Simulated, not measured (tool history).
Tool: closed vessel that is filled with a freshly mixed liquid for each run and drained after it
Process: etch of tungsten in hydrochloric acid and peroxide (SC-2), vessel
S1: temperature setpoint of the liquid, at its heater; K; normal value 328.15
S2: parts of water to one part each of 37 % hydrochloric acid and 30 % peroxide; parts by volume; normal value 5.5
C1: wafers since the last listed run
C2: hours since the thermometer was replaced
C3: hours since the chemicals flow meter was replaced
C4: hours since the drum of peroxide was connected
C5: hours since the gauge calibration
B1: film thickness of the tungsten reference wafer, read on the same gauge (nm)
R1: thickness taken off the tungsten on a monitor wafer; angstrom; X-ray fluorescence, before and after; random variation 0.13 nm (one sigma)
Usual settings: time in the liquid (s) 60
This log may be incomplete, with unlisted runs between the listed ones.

{"run": 1, "hour": 0.0, "S1": 328.15, "S2": 5.5, "time in the liquid (s)": 60, "C1": 0, "C2": 305.3, "C3": 1537.6, "C4": 16.1, "C5": 1299.9, "B1": 39.96, "R1": 361.6}
{"run": 2, "hour": 42.5, "S1": 323.65, "S2": 4.5, "time in the liquid (s)": 60, "C1": 4581, "C2": 347.8, "C3": 1580.1, "C4": 58.6, "C5": 1342.4, "B1": 39.96, "R1": 309}
{"run": 3, "hour": 113.2, "S1": 323.65, "S2": 4.5, "time in the liquid (s)": 60, "C1": 7621, "C2": 418.5, "C3": 1650.8, "C4": 129.3, "C5": 1413.1, "B1": 39.97, "R1": 307.8}
{"run": 4, "hour": 167.8, "S1": 328.15, "S2": 5.5, "time in the liquid (s)": 60, "C1": 5885, "C2": 473.1, "C3": 1705.4, "C4": 183.9, "C5": 1467.7, "B1": 40, "R1": 359.7}
{"run": 5, "hour": 210.8, "S1": 328.15, "S2": 5.5, "time in the liquid (s)": 60, "C1": 4635, "C2": 516.1, "C3": 1748.4, "C4": 226.9, "C5": 1510.7, "B1": 40, "R1": 356.1}
{"run": 6, "hour": 267.7, "S1": 328.15, "S2": 5.5, "time in the liquid (s)": 40, "C1": 6133, "C2": 573, "C3": 1805.3, "C4": 283.8, "C5": 1567.6, "B1": 39.97, "R1": 239.1}
{"run": 7, "hour": 348.5, "S1": 328.15, "S2": 5.5, "time in the liquid (s)": 40, "C1": 8710, "C2": 653.8, "C3": 1886.1, "C4": 364.6, "C5": 1648.4, "B1": 40, "R1": 238.4}
{"hour": 409.5, "done": "thermometer replaced"}
{"run": 8, "hour": 422.0, "S1": 328.15, "S2": 5.5, "time in the liquid (s)": 40, "C1": 7815, "C2": 12.5, "C3": 1959.6, "C4": 438.1, "C5": 1721.9, "B1": 40, "R1": 236.7}
{"hour": 448.2, "done": "new drum of peroxide connected, repeated, since the last time left the tool worse"}
{"run": 9, "hour": 507.8, "S1": 328.15, "S2": 4.5, "time in the liquid (s)": 45, "C1": 9141, "C2": 98.3, "C3": 2045.4, "C4": 59.6, "C5": 1807.7, "B1": 40.02, "R1": 315.9}
{"run": 10, "hour": 558.1, "S1": 328.15, "S2": 4.5, "time in the liquid (s)": 45, "C1": 5422, "C2": 148.6, "C3": 2095.7, "C4": 109.9, "C5": 1858, "B1": 40, "R1": 318.7}
{"run": 11, "hour": 630.3, "S1": 332.65, "S2": 5.5, "time in the liquid (s)": 35, "C1": 7783, "C2": 220.8, "C3": 2167.9, "C4": 182.1, "C5": 1930.2, "B1": 39.98, "R1": 284.8}
{"hour": 635.8, "done": "gauge calibrated"}
{"run": 12, "hour": 684.2, "S1": 328.15, "S2": 5.5, "time in the liquid (s)": 60, "C1": 5810, "C2": 274.7, "C3": 2221.8, "C4": 236, "C5": 48.4, "B1": 39.99, "R1": 365.8}
{"hour": 692.6, "done": "chemicals flow meter replaced"}
{"run": 13, "hour": 788.1, "S1": 328.15, "S2": 4, "time in the liquid (s)": 60, "C1": 11092, "C2": 378.6, "C3": 95.5, "C4": 339.9, "C5": 152.3, "B1": 40.02, "R1": 453.9}
{"run": 14, "hour": 844.2, "S1": 322.15, "S2": 5.5, "time in the liquid (s)": 75, "C1": 6047, "C2": 434.7, "C3": 151.6, "C4": 396, "C5": 208.4, "B1": 40.03, "R1": 305.9}
{"run": 15, "hour": 922.9, "S1": 328.15, "S2": 7, "time in the liquid (s)": 60, "C1": 8483, "C2": 513.4, "C3": 230.3, "C4": 474.7, "C5": 287.1, "B1": 40.06, "R1": 304.3}
{"hour": 1030.5, "done": "thermometer replaced"}
{"run": 16, "hour": 1034.7, "S1": 328.15, "S2": 8.5, "time in the liquid (s)": 45, "C1": 11944, "C2": 4.2, "C3": 342.1, "C4": 586.5, "C5": 398.9, "B1": 39.98, "R1": 195.1}
{"run": 17, "hour": 1087.4, "S1": 336.15, "S2": 6.5, "time in the liquid (s)": 50, "C1": 5681, "C2": 56.9, "C3": 394.8, "C4": 639.2, "C5": 451.6, "B1": 39.98, "R1": 441}
{"run": 18, "hour": 1143.1, "S1": 333.65, "S2": 5.5, "time in the liquid (s)": 60, "C1": 6004, "C2": 112.6, "C3": 450.5, "C4": 694.9, "C5": 507.3, "B1": 40, "R1": 512.7}
{"run": 19, "hour": 1202.6, "S1": 328.15, "S2": 5.5, "time in the liquid (s)": 60, "C1": 6414, "C2": 172.1, "C3": 510, "C4": 754.4, "C5": 566.8, "B1": 39.99, "R1": 364.8}
{"run": 20, "hour": 1265.5, "S1": 334.65, "S2": 5.5, "time in the liquid (s)": 60, "C1": 6780, "C2": 235, "C3": 572.9, "C4": 817.3, "C5": 629.7, "B1": 40, "R1": 551.9}
{"run": 21, "hour": 1368.7, "S1": 332.65, "S2": 5.5, "time in the liquid (s)": 40, "C1": 11125, "C2": 338.2, "C3": 676.1, "C4": 920.5, "C5": 732.9, "B1": 40.04, "R1": 323.3}
{"run": 22, "hour": 1439.9, "S1": 328.15, "S2": 5.5, "time in the liquid (s)": 60, "C1": 7675, "C2": 409.4, "C3": 747.3, "C4": 991.7, "C5": 804.1, "B1": 40.01, "R1": 362.9}
{"run": 23, "hour": 1505.7, "S1": 328.15, "S2": 5.5, "time in the liquid (s)": 80, "C1": 7093, "C2": 475.2, "C3": 813.1, "C4": 1057.5, "C5": 869.9, "B1": 40.05, "R1": 486.7}
{"hour": 1632.8, "done": "thermometer replaced"}
{"run": 24, "hour": 1666.1, "S1": 319.65, "S2": 5.5, "time in the liquid (s)": 60, "C1": 17183, "C2": 33.3, "C3": 973.5, "C4": 1217.9, "C5": 1030.3, "B1": 40.02, "R1": 204.8}
{"run": 25, "hour": 1739.0, "S1": 318.65, "S2": 8, "time in the liquid (s)": 60, "C1": 7858, "C2": 106.2, "C3": 1046.4, "C4": 1290.8, "C5": 1103.2, "B1": 39.99, "R1": 143.8}
{"hour": 1816.7, "done": "new drum of peroxide connected"}
{"run": 26, "hour": 1820.5, "S1": 336.65, "S2": 8, "time in the liquid (s)": 60, "C1": 8677, "C2": 187.7, "C3": 1127.9, "C4": 3.8, "C5": 1184.7, "B1": 40.01, "R1": 469.6}
{"run": 27, "hour": 1868.4, "S1": 328.15, "S2": 5.5, "time in the liquid (s)": 30, "C1": 5163, "C2": 235.6, "C3": 1175.8, "C4": 51.7, "C5": 1232.6, "B1": 39.97, "R1": 182.3}
{"run": 28, "hour": 1921.7, "S1": 328.15, "S2": 5.5, "time in the liquid (s)": 60, "C1": 5745, "C2": 288.9, "C3": 1229.1, "C4": 105, "C5": 1285.9, "B1": 40.02, "R1": 367}
{"run": 29, "hour": 2023.4, "S1": 328.15, "S2": 6.5, "time in the liquid (s)": 60, "C1": 10963, "C2": 390.6, "C3": 1330.8, "C4": 206.7, "C5": 1387.6, "B1": 40, "R1": 323.1}

5 options for the next run, each taken on its own from the tool as it stands now. Forecast them:
{"run": "A", "hour": 2024.1, "S1": 328.15, "S2": 5.5, "time in the liquid (s)": 60, "C1": 75, "C2": 391.3, "C3": 1331.5, "C4": 207.4, "C5": 1388.3, "B1": "?", "R1": "?"}
{"run": "B", "hour": 2024.1, "S1": 332.15, "S2": 5.5, "time in the liquid (s)": 60, "C1": 75, "C2": 391.3, "C3": 1331.5, "C4": 207.4, "C5": 1388.3, "B1": "?", "R1": "?"}
{"run": "C", "hour": 2024.1, "S1": 328.15, "S2": 7.5, "time in the liquid (s)": 60, "C1": 75, "C2": 391.3, "C3": 1331.5, "C4": 207.4, "C5": 1388.3, "B1": "?", "R1": "?"}
{"run": "D", "hour": 2024.1, "S1": 333.15, "S2": 5.5, "time in the liquid (s)": 60, "C1": 75, "C2": 391.3, "C3": 1331.5, "C4": 207.4, "C5": 1388.3, "B1": "?", "R1": "?"}
{"run": "E", "hour": 2024.1, "S1": 318.15, "S2": 4, "time in the liquid (s)": 60, "C1": 75, "C2": 391.3, "C3": 1331.5, "C4": 207.4, "C5": 1388.3, "B1": "?", "R1": "?"}

run=A B1=40.03 R1=367.2
run=B B1=40.03 R1=474.2
run=C B1=40.03 R1=289.9
run=D B1=40.03 R1=505
run=E B1=40.03 R1=235.7
Had the tool no hidden state, the same runs would have come out as:
run=A R1=369.1
run=B R1=476.5
run=C R1=291.4
run=D R1=507.5
run=E R1=236.8
